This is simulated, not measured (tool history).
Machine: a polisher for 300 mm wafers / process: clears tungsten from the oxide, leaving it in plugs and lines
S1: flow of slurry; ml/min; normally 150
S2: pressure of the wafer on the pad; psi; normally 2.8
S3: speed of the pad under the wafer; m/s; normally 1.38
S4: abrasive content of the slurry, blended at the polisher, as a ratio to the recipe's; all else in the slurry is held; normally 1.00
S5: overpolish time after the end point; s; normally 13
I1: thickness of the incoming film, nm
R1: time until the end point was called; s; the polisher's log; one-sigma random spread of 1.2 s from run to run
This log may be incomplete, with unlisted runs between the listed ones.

run 1 day=0.000 | S1=150 S2=2.8 S3=1.38 S4=1.00 S5=13 | I1=473.4 | R1=116.0
-- day=0.929 slurry blender recalibrated
run 2 day=1.958 | S1=150 S2=2.8 S3=1.38 S4=1.00 S5=13 | I1=460.9 | R1=120.7
-- day=2.704 slurry tank refilled with fresh slurry and peroxide
-- day=3.412 worn pad replaced by a new one
run 3 day=4.579 | S1=150 S2=2.8 S3=1.10 S4=1.00 S5=13 | I1=459.0 | R1=133.7
run 4 day=6.046 | S1=150 S2=2.8 S3=1.10 S4=1.00 S5=13 | I1=466.6 | R1=135.6
run 5 day=8.488 | S1=150 S2=2.8 S3=1.38 S4=1.00 S5=13 | I1=465.5 | R1=111.3
run 6 day=10.783 | S1=150 S2=2.8 S3=1.38 S4=1.15 S5=13 | I1=473.8 | R1=114.3
-- day=11.454 head pressure recalibrated
-- day=12.871 slurry tank refilled with fresh slurry and peroxide
run 7 day=13.554 | S1=150 S2=2.8 S3=1.38 S4=1.15 S5=13 | I1=470.3 | R1=106.1
-- day=14.558 worn pad replaced by a new one
-- day=14.775 slurry blender recalibrated
run 8 day=16.025 | S1=150 S2=2.8 S3=1.38 S4=1.15 S5=13 | I1=464.0 | R1=107.1
-- day=16.808 slurry nozzle cleaned
run 9 day=23.150 | S1=150 S2=2.8 S3=1.38 S4=1.00 S5=13 | I1=462.0 | R1=120.1
-- day=23.717 slurry tank refilled with fresh slurry and peroxide
run 10 day=24.996 | S1=150 S2=2.8 S3=1.38 S4=1.00 S5=13 | I1=475.5 | R1=105.2
-- day=26.604 slurry blender recalibrated
run 11 day=26.717 | S1=150 S2=2.8 S3=1.38 S4=1.00 S5=13 | I1=465.1 | R1=106.5
-- day=27.412 worn pad replaced by a new one
run 12 day=27.729 | S1=150 S2=2.8 S3=1.38 S4=1.00 S5=13 | I1=469.1 | R1=108.8
-- day=28.217 head pressure recalibrated
run 13 day=29.079 | S1=150 S2=2.8 S3=1.38 S4=1.00 S5=13 | I1=479.7 | R1=111.9
run 14 day=30.625 | S1=185 S2=3.3 S3=1.38 S4=0.75 S5=13 | I1=465.4 | R1=99.8
run 15 day=32.433 | S1=115 S2=3.2 S3=1.38 S4=0.80 S5=13 | I1=470.9 | R1=114.5
run 16 day=35.417 | S1=150 S2=2.8 S3=1.38 S4=1.00 S5=13 | I1=473.1 | R1=123.0
-- day=35.858 slurry tank refilled with fresh slurry and peroxide
run 17 day=36.542 | S1=190 S2=2.8 S3=1.38 S4=1.00 S5=13 | I1=472.4 | R1=104.6

Run 18 has not been measured yet. What should we expect?
-- day=38.962 worn pad replaced by a new one
run 18 day=39.212 | S1=150 S2=2.8 S3=1.12 S4=1.00 S5=13 | I1=468.8 | R1=?

{"run 18": {"R1": 130.8}}
Were there no unlogged condition in the tool, this run, its random variation unchanged, would have produced R1 128.0 s.

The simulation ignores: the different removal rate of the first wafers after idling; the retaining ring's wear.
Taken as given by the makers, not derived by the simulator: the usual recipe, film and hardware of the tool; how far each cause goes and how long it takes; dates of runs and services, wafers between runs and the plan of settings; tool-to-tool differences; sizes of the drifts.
